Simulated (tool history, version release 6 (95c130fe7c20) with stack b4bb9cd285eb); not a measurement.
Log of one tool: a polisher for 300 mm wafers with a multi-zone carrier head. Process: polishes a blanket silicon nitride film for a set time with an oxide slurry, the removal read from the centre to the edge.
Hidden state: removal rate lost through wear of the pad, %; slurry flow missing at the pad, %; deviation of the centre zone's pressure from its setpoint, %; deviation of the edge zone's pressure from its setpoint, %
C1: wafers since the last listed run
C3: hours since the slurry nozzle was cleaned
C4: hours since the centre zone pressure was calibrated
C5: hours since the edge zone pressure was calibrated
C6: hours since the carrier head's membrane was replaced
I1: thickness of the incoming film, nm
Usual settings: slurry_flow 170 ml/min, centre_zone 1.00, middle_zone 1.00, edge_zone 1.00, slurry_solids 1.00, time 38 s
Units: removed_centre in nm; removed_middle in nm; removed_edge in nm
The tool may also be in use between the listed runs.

Run 1, day 0.000: usual settings; C1 0; wafers polished on this pad 2589; C3 143.1; C4 650.4; C5 632.8; C6 1176.9; I1 535.3. Result: removed_centre 31.6 nm, removed_middle 34.3 nm, removed_edge 33.0 nm.
Run 2, day 2.342: usual settings but time 28 s; C1 733; wafers polished on this pad 3322; C3 199.3; C4 706.6; C5 689.0; C6 1233.1; I1 534.2. Result: removed_centre 22.4 nm, removed_middle 25.3 nm, removed_edge 24.5 nm.
At day 2.933: worn pad replaced by a new one.
At day 3.979: centre zone pressure recalibrated.
Run 3, day 4.996: usual settings but time 28 s; C1 752; wafers polished on this pad 619; C3 263.0; C4 24.4; C5 752.7; C6 1296.8; I1 533.6. Result: removed_centre 21.5 nm, removed_middle 25.0 nm, removed_edge 24.5 nm.
Run 4, day 7.162: usual settings; C1 678; wafers polished on this pad 1297; C3 315.0; C4 76.4; C5 804.7; C6 1348.8; I1 522.0. Result: removed_centre 29.2 nm, removed_middle 34.6 nm, removed_edge 33.2 nm.
Run 5, day 9.871: usual settings; C1 848; wafers polished on this pad 2146; C3 380.0; C4 141.4; C5 869.7; C6 1413.8; I1 530.6. Result: removed_centre 29.1 nm, removed_middle 34.2 nm, removed_edge 33.0 nm.
At day 12.467: slurry nozzle cleaned.
Run 6, day 12.571: usual settings; C1 832; wafers polished on this pad 2978; C3 2.5; C4 206.2; C5 934.5; C6 1478.6; I1 525.9. Result: removed_centre 28.8 nm, removed_middle 34.9 nm, removed_edge 33.0 nm.
At day 14.362: centre zone pressure recalibrated, repeated, since the last time left the tool worse.
Run 7, day 14.383: usual settings but centre_zone 0.95, edge_zone 0.97; C1 541; wafers polished on this pad 3520; C3 46.0; C4 0.5; C5 978.0; C6 1522.1; I1 527.8. Result: removed_centre 31.9 nm, removed_middle 34.5 nm, removed_edge 32.7 nm.
At day 14.742: worn pad replaced by a new one.
At day 16.375: carrier head's membrane replaced by a new one.
Run 8, day 16.396: usual settings but middle_zone 1.11; C1 512; wafers polished on this pad 453; C3 94.3; C4 48.8; C5 1026.3; C6 0.5; I1 530.7. Result: removed_centre 33.9 nm, removed_middle 37.3 nm, removed_edge 32.7 nm.
Run 9, day 17.467: usual settings but edge_zone 0.90, time 45 s; C1 335; wafers polished on this pad 788; C3 120.0; C4 74.5; C5 1052.0; C6 26.2; I1 531.3. Result: removed_centre 40.2 nm, removed_middle 40.6 nm, removed_edge 37.0 nm.
Run 10, day 19.812: usual settings but centre_zone 1.08, slurry_solids 1.15; C1 734; wafers polished on this pad 1523; C3 176.3; C4 130.8; C5 1108.3; C6 82.5; I1 536.0. Result: removed_centre 39.1 nm, removed_middle 37.3 nm, removed_edge 36.5 nm.
Run 11, day 22.312: usual settings but slurry_flow 205 ml/min, edge_zone 0.95, slurry_solids 0.75, time 42 s; C1 782; wafers polished on this pad 2306; C3 236.3; C4 190.8; C5 1168.3; C6 142.5; I1 532.9. Result: removed_centre 28.0 nm, removed_middle 29.2 nm, removed_edge 27.1 nm.
Run 12, day 23.958: usual settings but middle_zone 1.04; C1 515; wafers polished on this pad 2821; C3 275.8; C4 230.3; C5 1207.8; C6 182.0; I1 528.3. Result: removed_centre 33.1 nm, removed_middle 35.4 nm, removed_edge 33.0 nm.
At day 24.754: edge zone pressure recalibrated.
At day 26.754: worn pad replaced by a new one.
Run 13, day 26.775: usual settings but slurry_flow 220 ml/min, centre_zone 1.11, middle_zone 1.05, slurry_solids 1.25; C1 803; wafers polished on this pad 6; C3 343.4; C4 297.9; C5 48.5; C6 249.6; I1 537.3. Result: removed_centre 44.4 nm, removed_middle 42.8 nm, removed_edge 39.1 nm.
Run 14, day 27.954: usual settings; C1 369; wafers polished on this pad 375; C3 371.7; C4 326.2; C5 76.8; C6 277.9; I1 527.4. Result: removed_centre 33.1 nm, removed_middle 34.2 nm, removed_edge 32.7 nm.
At day 28.225: slurry nozzle cleaned.
Run 15, day 30.021: usual settings; C1 634; wafers polished on this pad 1010; C3 43.1; C4 375.8; C5 126.4; C6 327.5; I1 523.3. Result: removed_centre 32.6 nm, removed_middle 34.9 nm, removed_edge 32.8 nm.
Run 16, day 32.400: usual settings; C1 745; wafers polished on this pad 1755; C3 100.2; C4 432.9; C5 183.5; C6 384.6; I1 534.0. Result: removed_centre 31.9 nm, removed_middle 34.0 nm, removed_edge 33.0 nm.
Run 17, day 34.717: usual settings but edge_zone 0.95, slurry_solids 0.85, time 42 s; C1 725; wafers polished on this pad 2480; C3 155.8; C4 488.5; C5 239.1; C6 440.2; I1 520.0. Result: removed_centre 31.2 nm, removed_middle 32.6 nm, removed_edge 30.8 nm.
Run 18, day 37.054: usual settings but edge_zone 0.90; C1 732; wafers polished on this pad 3212; C3 211.9; C4 544.6; C5 295.2; C6 496.3; I1 531.1. Result: removed_centre 32.4 nm, removed_middle 34.3 nm, removed_edge 32.1 nm.
Run 19, day 38.488: usual settings but middle_zone 0.96; C1 448; wafers polished on this pad 3661; C3 246.3; C4 579.0; C5 329.6; C6 530.7; I1 530.3. Result: removed_centre 31.5 nm, removed_middle 33.4 nm, removed_edge 32.6 nm.
At day 39.504: worn pad replaced by a new one.
At day 40.558: centre zone pressure recalibrated.
Run 20, day 41.012: usual settings but slurry_flow 220 ml/min, centre_zone 1.11, middle_zone 1.05, slurry_solids 1.25; C1 712; wafers polished on this pad 445; C3 306.9; C4 10.9; C5 390.2; C6 591.3; I1 535.5. Result: removed_centre 43.9 nm, removed_middle 42.4 nm, removed_edge 38.9 nm.
Run 21, day 42.238: usual settings but centre_zone 0.97; C1 383; wafers polished on this pad 829; C3 336.3; C4 40.3; C5 419.6; C6 620.7; I1 530.8. Result: removed_centre 31.7 nm, removed_middle 35.2 nm, removed_edge 33.0 nm.
Run 22, day 44.471: usual settings but middle_zone 1.08, slurry_solids 1.30; C1 699; wafers polished on this pad 1528; C3 389.9; C4 93.9; C5 473.2; C6 674.3; I1 538.6. Result: removed_centre 37.8 nm, removed_middle 43.5 nm, removed_edge 39.0 nm.

The same runs without the tool's hidden state, with the same run-to-run variation:
run  removed_centre
  1            33.8
  2            24.2
  3            24.5
  4            33.3
  5            33.2
  6            33.0
  7            31.7
  8            33.7
  9            40.0
 10            39.0
 11            28.0
 12            33.2
 13            44.7
 14            33.4
 15            33.0
 16            32.5
 17            32.0
 18            33.5
 19            32.7
 20            44.4
 21            32.2
 22            38.3
removed_middle: as measured in every run.
removed_edge: as measured in every run.

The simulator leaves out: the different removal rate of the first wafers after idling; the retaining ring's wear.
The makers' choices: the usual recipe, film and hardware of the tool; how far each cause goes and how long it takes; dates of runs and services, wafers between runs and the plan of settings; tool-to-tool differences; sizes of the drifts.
